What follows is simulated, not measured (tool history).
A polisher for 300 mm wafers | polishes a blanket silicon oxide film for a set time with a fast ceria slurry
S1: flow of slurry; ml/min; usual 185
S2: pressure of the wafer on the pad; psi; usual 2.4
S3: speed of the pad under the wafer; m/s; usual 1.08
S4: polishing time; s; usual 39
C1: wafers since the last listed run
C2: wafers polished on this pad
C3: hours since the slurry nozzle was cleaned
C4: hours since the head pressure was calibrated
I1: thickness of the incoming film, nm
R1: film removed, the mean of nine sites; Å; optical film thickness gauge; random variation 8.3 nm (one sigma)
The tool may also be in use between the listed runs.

run     day   S1   S2    S3  S4    C1    C2     C3     C4      I1    R1
  1       0  185  2.4  1.08  39     0  2194    331  158.5  1648.6  5541
  2   1.196  185  2.4  1.08  39   251  2445  359.7  187.2  1639.5  5660
  3   3.475  185  2.4  1.08  39   478  2924  414.4  241.9  1592.6  5575
      3.783  -- worn pad replaced by a new one
  4   5.154  185  2.4  1.08  39   317   288  454.7  282.2  1607.7  5461
  5   6.217  185  2.4  1.08  39   223   511  480.2  307.7  1611.9  5598
  6   7.954  185  2.4  1.08  39   365   876  521.9  349.4  1597.8  5409
  7   9.229  185  2.4  1.08  39   267  1144  552.5    380    1613  5382
  8  10.583  185  2.4  1.08  39   284  1429    585  412.5  1589.2  5349
  9  13.175  145  2.4  1.08  39   544  1973  647.2  474.7    1618  5052
     13.404  -- slurry nozzle cleaned
 10  15.875  145  2.4  1.08  39   558  2532   59.3  539.5  1609.1  5167
     17.354  -- worn pad replaced by a new one
 11  17.629  185  2.4  0.82  39   333    58  101.4  581.6  1622.2  4088
 12  20.279  185  2.4  0.82  39   556   614    165  645.2  1629.2  3938
 13  22.975  185  2.4  1.08  39   566  1181  229.7  709.9  1621.5  5184
     25.233  -- head pressure recalibrated
 14  27.975  185  2.4  1.08  39  1033  2214  349.7   65.8  1628.5  5477
     30.008  -- worn pad replaced by a new one
 15  30.692  185  2.4  1.08  39   535   144  414.9    131  1598.8  5531
 16  32.917  185  2.4  1.08  39   467   611  468.3  184.4  1620.1  5483
 17  35.138  185  2.4  1.08  43   466  1078  521.6  237.7    1619  5990
     35.779  -- slurry nozzle cleaned
 18  36.475  165  2.9  1.08  39   272  1350   16.7  269.8  1597.6  6548
 19  40.504  185  2.4  1.38  29   846  2197  113.4  366.5  1619.1  5210
 20  43.112  240  2.4  1.08  39   548  2745    176  429.1  1592.7  5407
     43.775  -- worn pad replaced by a new one
 21  44.262  185  2.4   1.3  39   206   102  203.6  456.7  1609.6  6378
 22  46.583  240  2.4  1.08  39   487   590  259.3  512.4  1620.4  5342
 23   47.75  225  2.4  0.86  39   245   835  287.3  540.4  1632.3  4146
 24  50.538  135  2.4  1.08  39   585  1421  354.2  607.3  1631.4  4827
 25  52.071  140  2.8  0.92  52   322  1743    391  644.1  1622.1  6533
 26  54.421  185  2.4  1.08  45   493  2237  447.4  700.5  1622.8  5832
     56.196  -- worn pad replaced by a new one
 27  56.217  185  2.4  1.44  39   342     4  490.5  743.6  1613.2  6489
     58.325  -- slurry nozzle cleaned
 28  59.179  185  2.6  1.08  39   613   618   20.5  814.7    1630  5368
 29  61.379  185  2.4  1.08  39   462  1080   73.3  867.5  1614.5  4994
 30  62.796  135  1.9  1.44  39   297  1378  107.3  901.5  1586.2  5038
     63.112  -- head pressure recalibrated
     68.979  -- worn pad replaced by a new one
 31  70.692  185  2.4  1.08  39  1606   359  296.8  181.9  1629.9  5357

What the log doesn't show, run by run:
removal rate lost through wear of the pad, %: 0 in every run
slurry flow missing at the pad, %: 0 in every run
H1: deviation of the head's pressure from its setpoint, %
run     H1
  1  -1.43
  2  -1.82
  3  -2.55
  4  -3.09
  5  -3.43
  6  -3.99
  7   -4.4
  8  -4.84
  9  -5.67
 10  -6.54
 11   -7.1
 12  -7.95
 13  -8.82
 14  -1.93
 15   -2.8
 16  -3.52
 17  -4.23
 18  -4.66
 19  -5.96
 20   -6.8
 21  -7.17
 22  -7.91
 23  -8.29
 24  -9.18
 25  -9.68
 26  -10.4
 27    -11
 28    -12
 29  -12.7
 30  -13.1
 31  -4.81
